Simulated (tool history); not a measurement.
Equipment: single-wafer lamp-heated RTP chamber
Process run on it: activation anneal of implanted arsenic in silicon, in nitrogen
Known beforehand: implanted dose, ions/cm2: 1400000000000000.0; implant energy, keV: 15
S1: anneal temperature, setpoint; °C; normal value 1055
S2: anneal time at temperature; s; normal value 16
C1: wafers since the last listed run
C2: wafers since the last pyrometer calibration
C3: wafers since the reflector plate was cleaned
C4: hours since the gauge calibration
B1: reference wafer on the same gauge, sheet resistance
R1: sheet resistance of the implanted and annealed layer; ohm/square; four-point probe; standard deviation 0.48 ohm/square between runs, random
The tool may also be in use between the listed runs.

run   hour    S1  S2   C1    C2     C3     C4     B1      R1
  1    0.0  1062  20    0  2664   7328  202.9  92.93   99.51
      15.3  -- gauge calibrated
  2   23.9  1039  16  516  3181   7845    8.6  93.10  111.91
      36.7  -- pyrometer window cleaned and pyrometer calibrated
  3   40.7  1039  16  190    86   8035   25.4  93.02  115.13
  4   55.2  1055  19  313   399   8349   39.9  93.00  105.36
  5   61.5  1055  19  136   536   8485   46.2  93.11  105.50
  6   77.2  1055  19  339   875   8824   61.9  93.00  104.85
  7   87.9  1055  16  231  1106   9055   72.6  93.01  106.83
  8  102.9  1055  16  324  1430   9379   87.6  93.04  106.52
  9  117.2  1055  16  309  1739   9689  101.9  92.90  106.50
 10  123.5  1035  14  136  1876   9825  108.2  93.19  117.61
 11  134.0  1035  14  226  2102  10052  118.7  93.16  117.91
     150.0  -- reflector plate cleaned
 12  150.5  1035  14  183  2286     11  135.2  93.12  116.53
 13  157.7  1082   8  155  2442    167  142.4  92.96  106.80
 14  165.1  1055  16  159  2602    327  149.8  93.06  105.86
 15  172.7  1027  21  164  2766    491  157.4  93.05  112.00
 16  182.9  1073  25  220  2986    712  167.6  92.98   93.13
     202.4  -- pyrometer window cleaned and pyrometer calibrated
     228.7  -- gauge calibrated
 17  229.4  1055  16  832   583   1544    0.7  92.90  107.44
 18  245.2  1055  21  341   924   1885   16.5  92.96  102.88
 19  259.5  1055   7  309  1234   2194   30.8  93.07  122.46
 20  271.0  1074   6  248  1482   2443   42.3  92.79  115.77
 21  283.9  1055  22  278  1761   2722   55.2  93.05  101.95
 22  294.2  1065  20  222  1984   2944   65.5  93.13   99.19
 23  310.6  1074  16  354  2338   3299   81.9  92.93   99.32
 24  327.1  1036  16  356  2695   3655   98.4  92.95  112.87

For each entry between runs, how does the tool's hidden state at the last listed run before it compare with that at the first listed run after it?
Run 1 -> run 2: gauge calibrated (hour 15.3)
  true wafer temperature minus pyrometer reading, K: 7.88 -> 9.31
  measured result minus the result with no hidden state, R1: -2.76 -> -4.22 ohm/square
Run 2 -> run 3: pyrometer window cleaned and pyrometer calibrated (hour 36.7)
  true wafer temperature minus pyrometer reading, K: 9.31 -> 1.49
  measured result minus the result with no hidden state, R1: -4.22 -> -0.70 ohm/square
Run 11 -> run 12: reflector plate cleaned (hour 150.0)
  true wafer temperature minus pyrometer reading, K: 7.06 -> 8.04
  measured result minus the result with no hidden state, R1: -3.49 -> -3.93 ohm/square
Run 16 -> run 17: pyrometer window cleaned and pyrometer calibrated (hour 202.4); gauge calibrated (hour 228.7)
  true wafer temperature minus pyrometer reading, K: 9.98 -> 3.17
  measured result minus the result with no hidden state, R1: -2.92 -> -1.28 ohm/square
